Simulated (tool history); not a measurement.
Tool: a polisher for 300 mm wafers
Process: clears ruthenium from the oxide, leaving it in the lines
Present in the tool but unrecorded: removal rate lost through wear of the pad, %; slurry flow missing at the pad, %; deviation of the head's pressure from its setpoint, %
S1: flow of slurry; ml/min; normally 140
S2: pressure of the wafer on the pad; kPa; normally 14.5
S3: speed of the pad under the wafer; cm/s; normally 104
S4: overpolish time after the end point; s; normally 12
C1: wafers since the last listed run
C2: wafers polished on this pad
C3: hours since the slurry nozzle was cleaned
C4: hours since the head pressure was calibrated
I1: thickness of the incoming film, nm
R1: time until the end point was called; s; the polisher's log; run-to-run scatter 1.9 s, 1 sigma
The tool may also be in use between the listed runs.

| run | hour | S1 | S2 | S3 | S4 | C1 | C2 | C3 | C4 | I1 | R1 |
|---|---|---|---|---|---|---|---|---|---|---|---|
| 1 | 0 | 140 | 14.5 | 104 | 9 | 0 | 1344 | 96 | 111.3 | 149.4 | 155.7 |
| 2 | 69.2 | 140 | 14.5 | 104 | 9 | 427 | 1772 | 165.2 | 180.5 | 148.1 | 152.3 |
|  | 126.7 | worn pad replaced by a new one |
| 3 | 138.1 | 140 | 14.5 | 104 | 12 | 401 | 70 | 234.1 | 249.4 | 148.2 | 157.4 |
| 4 | 194.5 | 140 | 14.5 | 104 | 12 | 348 | 419 | 290.5 | 305.8 | 148.9 | 156.8 |
| 5 | 263.1 | 140 | 14.5 | 104 | 12 | 424 | 843 | 359.1 | 374.4 | 146.6 | 159.5 |
|  | 276.1 | slurry nozzle cleaned |
| 6 | 304.6 | 110 | 14.5 | 104 | 10 | 250 | 1093 | 28.5 | 415.9 | 149.3 | 183 |
| 7 | 365 | 110 | 14.5 | 104 | 10 | 373 | 1467 | 88.9 | 476.3 | 149 | 186.4 |
| 8 | 403.7 | 110 | 14.5 | 104 | 10 | 239 | 1706 | 127.6 | 515 | 153.2 | 189.4 |
|  | 416 | worn pad replaced by a new one |
| 9 | 457.8 | 110 | 17.9 | 104 | 12 | 309 | 258 | 181.7 | 569.1 | 150.5 | 156 |
| 10 | 525.4 | 140 | 14.5 | 132 | 12 | 418 | 676 | 249.3 | 636.7 | 151.1 | 154.2 |
|  | 546 | slurry nozzle cleaned, repeated, since the last time left the tool worse |
| 11 | 573.7 | 140 | 14.5 | 132 | 12 | 292 | 968 | 27.7 | 685 | 151.7 | 131 |
| 12 | 603.9 | 140 | 14.5 | 104 | 15 | 186 | 1155 | 57.9 | 715.2 | 150.5 | 152.1 |
| 13 | 648.5 | 140 | 14.5 | 104 | 12 | 275 | 1431 | 102.5 | 759.8 | 149.1 | 156.5 |
|  | 695.7 | worn pad replaced by a new one |
| 14 | 704.7 | 140 | 14.5 | 104 | 12 | 322 | 55 | 158.7 | 816 | 148.6 | 156.1 |
| 15 | 764.7 | 140 | 12.4 | 104 | 12 | 371 | 426 | 218.7 | 876 | 148 | 178.7 |
| 16 | 810.5 | 140 | 14.5 | 104 | 12 | 283 | 710 | 264.5 | 921.8 | 149.3 | 156.9 |
| 17 | 878.9 | 140 | 11 | 134 | 7 | 423 | 1133 | 332.9 | 990.2 | 150.3 | 173.7 |
|  | 894.3 | slurry nozzle cleaned |
| 18 | 934.3 | 140 | 17.9 | 114 | 6 | 336 | 1469 | 40 | 1045.6 | 151.5 | 117.1 |
|  | 991.6 | worn pad replaced by a new one |
| 19 | 1003.2 | 140 | 11 | 134 | 7 | 401 | 71 | 108.9 | 1114.5 | 151 | 168 |
| 20 | 1057.2 | 140 | 14.5 | 104 | 12 | 333 | 405 | 162.9 | 1168.5 | 150.4 | 156.1 |
|  | 1115.4 | head pressure recalibrated |
| 21 | 1126.9 | 140 | 14.5 | 104 | 16 | 418 | 824 | 232.6 | 11.5 | 153.2 | 162.1 |
| 22 | 1161.2 | 115 | 12.4 | 80 | 8 | 212 | 1036 | 266.9 | 45.8 | 150.8 | 240.2 |
| 23 | 1217.8 | 140 | 17.2 | 132 | 12 | 350 | 1386 | 323.5 | 102.4 | 150 | 113.8 |
|  | 1268.2 | worn pad replaced by a new one |
| 24 | 1275.5 | 140 | 16.5 | 80 | 12 | 332 | 45 | 381.2 | 160.1 | 147.5 | 169.6 |
|  | 1284.5 | slurry nozzle cleaned |
| 25 | 1314.7 | 175 | 12.4 | 86 | 9 | 236 | 281 | 30.2 | 199.3 | 151.6 | 205.8 |
| 26 | 1364.3 | 140 | 14.5 | 104 | 12 | 306 | 588 | 79.8 | 248.9 | 149.9 | 152.3 |
| 27 | 1424.8 | 140 | 14.5 | 104 | 18 | 374 | 962 | 140.3 | 309.4 | 148.4 | 156.7 |
| 28 | 1610.1 | 140 | 17.2 | 104 | 6 | 1145 | 2108 | 325.6 | 494.7 | 149.5 | 138.4 |

Alternative continuations, all from the tool just after run 28; predict every row:
| A | 1610.6 | 140 | 14.5 | 104 | 12 | 3 | 2111 | 326.1 | 495.2 | 151 | ? |
| B | 1610.6 | 170 | 14.5 | 104 | 12 | 3 | 2111 | 326.1 | 495.2 | 151 | ? |
| C | 1610.6 | 175 | 17.2 | 104 | 8 | 3 | 2111 | 326.1 | 495.2 | 151 | ? |
| D | 1610.6 | 140 | 16.5 | 104 | 12 | 3 | 2111 | 326.1 | 495.2 | 151 | ? |

| run | R1 |
|---|---|
| A | 163.7 |
| B | 156.6 |
| C | 130.8 |
| D | 143.2 |
With no hidden state in the tool, these same runs would have given:
| run | R1 |
|---|---|
| A | 153.2 |
| B | 148.2 |
| C | 123.9 |
| D | 134 |
